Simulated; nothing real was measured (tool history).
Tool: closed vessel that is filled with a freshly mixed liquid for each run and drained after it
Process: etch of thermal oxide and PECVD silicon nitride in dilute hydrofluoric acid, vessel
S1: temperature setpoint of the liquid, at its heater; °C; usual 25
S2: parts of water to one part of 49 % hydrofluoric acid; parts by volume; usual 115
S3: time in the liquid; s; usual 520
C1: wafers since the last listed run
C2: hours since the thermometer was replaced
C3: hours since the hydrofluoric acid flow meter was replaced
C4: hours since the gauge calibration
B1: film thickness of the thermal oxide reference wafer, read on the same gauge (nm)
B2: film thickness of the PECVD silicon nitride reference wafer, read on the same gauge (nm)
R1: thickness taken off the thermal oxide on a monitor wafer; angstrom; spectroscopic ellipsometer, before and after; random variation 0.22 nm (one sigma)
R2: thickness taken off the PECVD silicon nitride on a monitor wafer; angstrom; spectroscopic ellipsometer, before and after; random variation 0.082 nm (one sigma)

Run 1, hour 0: usual settings; C1 0; C2 432.3; C3 359.1; C4 368.7; B1 49.99; B2 40. Result: R1 230.9 angstrom, R2 134.1 angstrom.
Run 2, hour 73.1: usual settings; C1 6695; C2 505.4; C3 432.2; C4 441.8; B1 49.99; B2 40.01. Result: R1 234.6 angstrom, R2 133.9 angstrom.
Run 3, hour 152.3: usual settings but S1 28.5 °C, S2 145 parts by volume; C1 7253; C2 584.6; C3 511.4; C4 521; B1 50.01; B2 40.03. Result: R1 203.3 angstrom, R2 134.7 angstrom.
Run 4, hour 213: usual settings but S1 28.5 °C, S2 145 parts by volume; C1 5559; C2 645.3; C3 572.1; C4 581.7; B1 50.02; B2 39.95. Result: R1 203.8 angstrom, R2 133.4 angstrom.
Run 5, hour 250.3: usual settings but S1 28.5 °C, S2 145 parts by volume; C1 3416; C2 682.6; C3 609.4; C4 619; B1 49.99; B2 39.99. Result: R1 205.4 angstrom, R2 134.3 angstrom.
Run 6, hour 319.1: usual settings but S1 21 °C; C1 6301; C2 751.4; C3 678.2; C4 687.8; B1 49.99; B2 40.01. Result: R1 199.7 angstrom, R2 104.2 angstrom.
Run 7, hour 395.9: usual settings but S1 21 °C; C1 7034; C2 828.2; C3 755; C4 764.6; B1 50.01; B2 40.01. Result: R1 205.5 angstrom, R2 104.9 angstrom.
Run 8, hour 485.3: usual settings but S2 80 parts by volume; C1 8188; C2 917.6; C3 844.4; C4 854; B1 49.98; B2 40.02. Result: R1 360.7 angstrom, R2 196.5 angstrom.
Run 9, hour 549.5: usual settings; C1 5880; C2 981.8; C3 908.6; C4 918.2; B1 49.99; B2 40. Result: R1 242.2 angstrom, R2 139.2 angstrom.
Run 10, hour 592.9: usual settings but S1 22.5 °C, S2 170 parts by volume; C1 3974; C2 1025.2; C3 952; C4 961.6; B1 50.02; B2 40.02. Result: R1 137.9 angstrom, R2 81.5 angstrom.
At hour 625.9: gauge calibrated.
Run 11, hour 656.2: usual settings but S1 22.5 °C, S2 170 parts by volume; C1 5797; C2 1088.5; C3 1015.3; C4 30.3; B1 50; B2 40. Result: R1 139 angstrom, R2 81.8 angstrom.
Run 12, hour 769.3: usual settings but S1 23.5 °C, S2 100 parts by volume; C1 10358; C2 1201.6; C3 1128.4; C4 143.4; B1 50.01; B2 39.98. Result: R1 269.7 angstrom, R2 148.2 angstrom.
Run 13, hour 875.6: usual settings but S1 26.5 °C; C1 9735; C2 1307.9; C3 1234.7; C4 249.7; B1 49.99; B2 40.01. Result: R1 260.4 angstrom, R2 154.9 angstrom.
At hour 911.3: thermometer replaced.
At hour 1067.7: hydrofluoric acid flow meter replaced.
Run 14, hour 1157.9: usual settings but S1 30 °C; C1 25672; C2 246.6; C3 90.2; C4 532; B1 49.99; B2 39.97. Result: R1 310.2 angstrom, R2 212.8 angstrom.
At hour 1163.6: thermometer replaced, repeated, since the last time left the tool worse.
Run 15, hour 1244.1: usual settings but S1 21.5 °C, S2 140 parts by volume; C1 7803; C2 80.5; C3 176.4; C4 618.2; B1 49.98; B2 40.02. Result: R1 161.3 angstrom, R2 84.3 angstrom.
Run 16, hour 1298.1: usual settings but S1 21.5 °C, S2 55 parts by volume, S3 625 s; C1 4945; C2 134.5; C3 230.4; C4 672.2; B1 50; B2 39.95. Result: R1 548.2 angstrom, R2 252.7 angstrom.
Run 17, hour 1346.8: usual settings; C1 4460; C2 183.2; C3 279.1; C4 720.9; B1 50.01; B2 40.02. Result: R1 235.5 angstrom, R2 129.4 angstrom.
Run 18, hour 1442.3: usual settings but S2 170 parts by volume; C1 8746; C2 278.7; C3 374.6; C4 816.4; B1 49.99; B2 40.02. Result: R1 149.6 angstrom, R2 88.7 angstrom.

What the log doesn't show, run by run:
hydrofluoric acid flow above the setpoint (%): 0 in every run
gauge reads high (%): 0 in every run
H1: liquid hotter than its thermometer reads (K)
run     H1
  1  0.656
  2  0.735
  3   0.82
  4  0.886
  5  0.926
  6      1
  7   1.08
  8   1.18
  9   1.25
 10    1.3
 11   1.36
 12   1.49
 13    1.6
 14   3.25
 15   0.15
 16  0.208
 17  0.261
 18  0.364
